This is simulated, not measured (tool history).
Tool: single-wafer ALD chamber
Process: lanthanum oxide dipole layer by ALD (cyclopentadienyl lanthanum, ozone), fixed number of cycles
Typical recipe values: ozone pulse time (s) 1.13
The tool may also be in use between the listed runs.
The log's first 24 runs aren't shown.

run   hour  ozone pulse time (s)  read-back reference wafer on the same gauge, thickness_nm  mean film thickness on the monitor wafer (nm)
 25  591.3                  0.84                                                      0.516                                          0.455
 26  622.8                  1.13                                                      0.516                                          0.495
 27  646.6                  1.13                                                      0.515                                          0.487
 28  681.6                  1.13                                                      0.517                                          0.487
 29  702.1                  1.13                                                      0.517                                          0.493
 30  735.8                  1.40                                                      0.516                                          0.511
 31  770.5                  1.45                                                      0.516                                          0.516
     793.8  -- ozone generator serviced
 32  806.3                  0.70                                                      0.516                                          0.447
 33  839.7                  1.37                                                      0.517                                          0.515
 34  863.7                  1.50                                                      0.516                                          0.520

Predict each of these 4 candidate next runs independently; none follows another, all start after run 34:
  A  864.1                  1.00                                                          ?                                              ?
  B  864.1                  1.35                                                          ?                                              ?
  C  864.1                  0.78                                                          ?                                              ?
  D  864.1                  1.31                                                          ?                                              ?

run  read-back reference wafer on the same gauge, thickness_nm  mean film thickness on the monitor wafer (nm)
  A                                                      0.516                                          0.487
  B                                                      0.516                                          0.517
  C                                                      0.516                                          0.459
  D                                                      0.516                                          0.514
Without the tool's unlogged condition, the same runs would have read:
run  mean film thickness on the monitor wafer (nm)
  A                                          0.488
  B                                          0.517
  C                                          0.460
  D                                          0.515
